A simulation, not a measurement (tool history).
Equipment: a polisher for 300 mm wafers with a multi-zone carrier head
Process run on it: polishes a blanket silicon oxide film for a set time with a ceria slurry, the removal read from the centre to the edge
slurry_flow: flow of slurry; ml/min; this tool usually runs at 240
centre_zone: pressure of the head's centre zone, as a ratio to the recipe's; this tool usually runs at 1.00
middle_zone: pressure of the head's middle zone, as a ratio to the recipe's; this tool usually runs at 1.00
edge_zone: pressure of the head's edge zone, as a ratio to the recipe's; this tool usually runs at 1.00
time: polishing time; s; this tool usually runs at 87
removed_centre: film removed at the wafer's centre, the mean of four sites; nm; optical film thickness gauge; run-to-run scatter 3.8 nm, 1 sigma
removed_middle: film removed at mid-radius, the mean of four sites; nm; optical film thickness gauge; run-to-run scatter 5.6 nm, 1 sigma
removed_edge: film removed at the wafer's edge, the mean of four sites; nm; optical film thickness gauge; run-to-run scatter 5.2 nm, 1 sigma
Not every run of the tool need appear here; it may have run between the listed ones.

| run | hour | slurry_flow | centre_zone | middle_zone | edge_zone | time | wafers since the last listed run | wafers polished on this pad | hours since the slurry nozzle was cleaned | hours since the centre zone pressure was calibrated | hours since the edge zone pressure was calibrated | hours since the carrier head's membrane was replaced | incoming thickness of the incoming film, nm | removed_centre | removed_middle | removed_edge |
|---|---|---|---|---|---|---|---|---|---|---|---|---|---|---|---|---|
| 1 | 0.0 | 240 | 1.00 | 0.93 | 1.08 | 87 | 0 | 728 | 493.8 | 289.0 | 183.4 | 874.0 | 1733.5 | 417.1 | 414.6 | 472.4 |
| 2 | 66.4 | 240 | 1.00 | 1.00 | 1.00 | 87 | 597 | 1326 | 560.2 | 355.4 | 249.8 | 940.4 | 1733.6 | 419.9 | 436.5 | 459.7 |
| 3 | 84.9 | 240 | 1.00 | 1.00 | 1.00 | 87 | 166 | 1492 | 578.7 | 373.9 | 268.3 | 958.9 | 1751.5 | 416.2 | 439.1 | 451.6 |
|  | 130.6 | worn pad replaced by a new one |
| 4 | 158.5 | 240 | 1.00 | 1.00 | 1.00 | 87 | 626 | 251 | 652.3 | 447.5 | 341.9 | 1032.5 | 1738.0 | 415.4 | 438.9 | 460.6 |
| 5 | 177.4 | 175 | 1.00 | 1.00 | 1.00 | 87 | 170 | 421 | 671.2 | 466.4 | 360.8 | 1051.4 | 1703.5 | 393.9 | 425.4 | 441.1 |
| 6 | 195.7 | 240 | 1.06 | 1.00 | 1.00 | 87 | 164 | 586 | 689.5 | 484.7 | 379.1 | 1069.7 | 1716.5 | 445.6 | 443.8 | 462.4 |
| 7 | 229.8 | 240 | 1.00 | 1.00 | 0.93 | 87 | 307 | 893 | 723.6 | 518.8 | 413.2 | 1103.8 | 1735.4 | 411.5 | 446.6 | 449.1 |
| 8 | 242.7 | 280 | 1.00 | 1.00 | 1.00 | 103 | 116 | 1009 | 736.5 | 531.7 | 426.1 | 1116.7 | 1734.2 | 498.2 | 530.6 | 544.2 |
| 9 | 266.5 | 240 | 1.00 | 1.00 | 0.95 | 87 | 214 | 1223 | 760.3 | 555.5 | 449.9 | 1140.5 | 1714.5 | 413.0 | 431.8 | 442.9 |
|  | 279.0 | edge zone pressure recalibrated |
| 10 | 287.7 | 290 | 1.00 | 1.00 | 1.00 | 87 | 172 | 1396 | 781.5 | 576.7 | 8.7 | 1161.7 | 1736.2 | 423.1 | 449.7 | 465.8 |
|  | 301.8 | slurry nozzle cleaned |
| 11 | 322.9 | 240 | 0.91 | 0.95 | 1.12 | 87 | 307 | 1704 | 21.1 | 611.9 | 43.9 | 1196.9 | 1709.7 | 379.2 | 416.7 | 477.2 |
|  | 329.6 | worn pad replaced by a new one |
| 12 | 337.4 | 275 | 1.00 | 0.88 | 1.00 | 87 | 94 | 70 | 35.6 | 626.4 | 58.4 | 1211.4 | 1744.3 | 418.3 | 400.4 | 471.0 |
| 13 | 357.2 | 175 | 0.91 | 1.00 | 1.08 | 115 | 178 | 248 | 55.4 | 646.2 | 78.2 | 1231.2 | 1732.9 | 465.6 | 546.8 | 607.1 |
| 14 | 381.7 | 240 | 1.00 | 1.00 | 1.00 | 87 | 220 | 469 | 79.9 | 670.7 | 102.7 | 1255.7 | 1726.2 | 415.2 | 435.8 | 453.2 |
| 15 | 403.0 | 240 | 1.00 | 1.00 | 1.00 | 105 | 191 | 661 | 101.2 | 692.0 | 124.0 | 1277.0 | 1755.5 | 501.7 | 536.5 | 552.4 |
|  | 416.0 | carrier head's membrane replaced by a new one |
| 16 | 426.0 | 265 | 0.93 | 1.12 | 1.06 | 87 | 162 | 823 | 124.2 | 715.0 | 147.0 | 10.0 | 1734.3 | 391.3 | 489.2 | 474.0 |
| 17 | 501.6 | 240 | 1.09 | 1.00 | 1.00 | 108 | 680 | 1504 | 199.8 | 790.6 | 222.6 | 85.6 | 1705.0 | 559.4 | 546.4 | 566.1 |
|  | 510.0 | worn pad replaced by a new one |
|  | 538.5 | centre zone pressure recalibrated |
| 18 | 549.0 | 185 | 1.00 | 1.00 | 1.07 | 87 | 372 | 332 | 247.2 | 10.5 | 270.0 | 133.0 | 1735.6 | 416.4 | 428.1 | 459.0 |
| 19 | 574.5 | 240 | 1.00 | 1.00 | 1.00 | 87 | 229 | 562 | 272.7 | 36.0 | 295.5 | 158.5 | 1716.8 | 437.5 | 443.2 | 459.8 |
| 20 | 675.6 | 185 | 1.00 | 1.00 | 1.07 | 87 | 910 | 1472 | 373.8 | 137.1 | 396.6 | 259.6 | 1743.4 | 411.3 | 428.0 | 451.2 |
| 21 | 702.3 | 240 | 1.00 | 0.97 | 1.00 | 105 | 240 | 1713 | 400.5 | 163.8 | 423.3 | 286.3 | 1717.6 | 513.9 | 524.3 | 549.0 |
| 22 | 721.3 | 240 | 1.00 | 1.00 | 1.00 | 87 | 171 | 1884 | 419.5 | 182.8 | 442.3 | 305.3 | 1728.2 | 422.5 | 438.2 | 459.1 |
|  | 733.4 | worn pad replaced by a new one |
| 23 | 740.6 | 200 | 0.92 | 1.00 | 1.00 | 64 | 137 | 64 | 438.8 | 202.1 | 461.6 | 324.6 | 1705.3 | 275.4 | 308.0 | 331.3 |

For each entry between runs, how does the tool's hidden state at the last listed run before it compare with that at the first listed run after it?
Logged between run 3 and run 4: worn pad replaced by a new one (hour 130.6)
  deviation of the centre zone's pressure from its setpoint, %: -4.56 -> -4.91
  measured value less the no-hidden-state value, removed_centre: -20.1 -> -21.6 nm
Logged between run 9 and run 10: edge zone pressure recalibrated (hour 279.0)
  deviation of the centre zone's pressure from its setpoint, %: -5.26 -> -5.32
  measured value less the no-hidden-state value, removed_centre: -23.2 -> -23.9 nm
Logged between run 10 and run 11: slurry nozzle cleaned (hour 301.8)
  deviation of the centre zone's pressure from its setpoint, %: -5.32 -> -5.4
  measured value less the no-hidden-state value, removed_centre: -23.9 -> -22.0 nm
Logged between run 11 and run 12: worn pad replaced by a new one (hour 329.6)
  deviation of the centre zone's pressure from its setpoint, %: -5.4 -> -5.43
  measured value less the no-hidden-state value, removed_centre: -22.0 -> -24.2 nm
Logged between run 15 and run 16: carrier head's membrane replaced by a new one (hour 416.0)
  deviation of the centre zone's pressure from its setpoint, %: -5.54 -> -5.57
  measured value less the no-hidden-state value, removed_centre: -29.6 -> -23.4 nm
Logged between run 17 and run 18: worn pad replaced by a new one (hour 510.0); centre zone pressure recalibrated (hour 538.5)
  deviation of the centre zone's pressure from its setpoint, %: -5.67 -> -0.654
  measured value less the no-hidden-state value, removed_centre: -33.6 -> -2.7 nm
Logged between run 22 and run 23: worn pad replaced by a new one (hour 733.4)
  deviation of the centre zone's pressure from its setpoint, %: -3.52 -> -3.73
  measured value less the no-hidden-state value, removed_centre: -15.5 -> -10.8 nm

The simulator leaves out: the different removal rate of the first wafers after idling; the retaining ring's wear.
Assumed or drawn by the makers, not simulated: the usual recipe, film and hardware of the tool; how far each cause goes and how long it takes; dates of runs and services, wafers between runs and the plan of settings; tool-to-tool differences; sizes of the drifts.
